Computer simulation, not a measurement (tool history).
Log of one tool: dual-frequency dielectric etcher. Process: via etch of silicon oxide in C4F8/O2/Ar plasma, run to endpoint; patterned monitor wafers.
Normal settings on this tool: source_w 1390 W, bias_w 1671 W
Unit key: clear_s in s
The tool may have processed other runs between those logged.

| run | hour | source_w | bias_w | wafers since the last listed run | hours since the last wet clean | hours since the last source power generator calibration | hours since the last bias power generator calibration | hours since the last upper electrode change | incoming incoming film thickness, nm | clear_s |
|---|---|---|---|---|---|---|---|---|---|---|
| 1 | 0.0 | 1390 | 1671 | 0 | 381.5 | 1863.6 | 2986.1 | 5402.6 | 1498.9 | 359.1 |
| 2 | 16.4 | 1390 | 1671 | 120 | 397.9 | 1880.0 | 3002.5 | 5419.0 | 1488.9 | 361.2 |
| 3 | 27.4 | 1390 | 1671 | 80 | 408.9 | 1891.0 | 3013.5 | 5430.0 | 1482.5 | 358.3 |
|  | 62.0 | wet clean of the chamber |
| 4 | 62.5 | 1390 | 1671 | 81 | 0.5 | 1926.1 | 3048.6 | 5465.1 | 1511.6 | 377.6 |
| 5 | 62.9 | 1390 | 1671 | 2 | 0.9 | 1926.5 | 3049.0 | 5465.5 | 1492.2 | 375.0 |
| 6 | 63.3 | 1390 | 1671 | 2 | 1.3 | 1926.9 | 3049.4 | 5465.9 | 1504.7 | 375.9 |
|  | 87.5 | source power generator calibrated |
|  | 95.7 | wet clean of the chamber, repeated, since the last time left the tool worse |
| 7 | 96.2 | 1640 | 1886 | 152 | 0.5 | 8.7 | 3082.3 | 5498.8 | 1500.2 | 323.4 |
| 8 | 96.6 | 1640 | 1886 | 2 | 0.9 | 9.1 | 3082.7 | 5499.2 | 1481.2 | 318.1 |
| 9 | 97.2 | 1150 | 1866 | 4 | 1.5 | 9.7 | 3083.3 | 5499.8 | 1490.3 | 361.6 |
| 10 | 105.9 | 1390 | 1474 | 63 | 10.2 | 18.4 | 3092.0 | 5508.5 | 1496.9 | 360.6 |
| 11 | 115.0 | 1390 | 1671 | 66 | 19.3 | 27.5 | 3101.1 | 5517.6 | 1490.1 | 346.0 |
|  | 128.0 | bias power generator calibrated |
|  | 149.7 | upper electrode replaced |
| 12 | 150.2 | 1390 | 1671 | 69 | 54.5 | 62.7 | 22.2 | 0.5 | 1480.1 | 344.4 |
| 13 | 150.6 | 1390 | 1349 | 2 | 54.9 | 63.1 | 22.6 | 0.9 | 1481.4 | 366.9 |
| 14 | 153.9 | 1530 | 1271 | 24 | 58.2 | 66.4 | 25.9 | 4.2 | 1494.3 | 362.7 |
| 15 | 161.7 | 1390 | 1671 | 57 | 66.0 | 74.2 | 33.7 | 12.0 | 1500.7 | 349.8 |
| 16 | 179.0 | 1580 | 1470 | 127 | 83.3 | 91.5 | 51.0 | 29.3 | 1510.7 | 349.6 |
| 17 | 189.2 | 1580 | 2064 | 74 | 93.5 | 101.7 | 61.2 | 39.5 | 1491.8 | 317.3 |

Pick out some run-to-run changes in clear_s. Of each, how much would a tool without hidden state show as well, from the settings, what came in and chance, and how much is left for the hidden state and any gauge scatter not in both results compared?
Hidden state present: etch rate over this chamber's usual, %; source power that arrives over what is set, %; bias power that arrives over what is set, %.
Run 6 -> 7: source_w 1390 -> 1640, bias_w 1671 -> 1886, source power generator calibrated, wet clean of the chamber, repeated, since the last time left the tool worse. clear_s -52.5 s: hidden state -25.1, all else -27.4.

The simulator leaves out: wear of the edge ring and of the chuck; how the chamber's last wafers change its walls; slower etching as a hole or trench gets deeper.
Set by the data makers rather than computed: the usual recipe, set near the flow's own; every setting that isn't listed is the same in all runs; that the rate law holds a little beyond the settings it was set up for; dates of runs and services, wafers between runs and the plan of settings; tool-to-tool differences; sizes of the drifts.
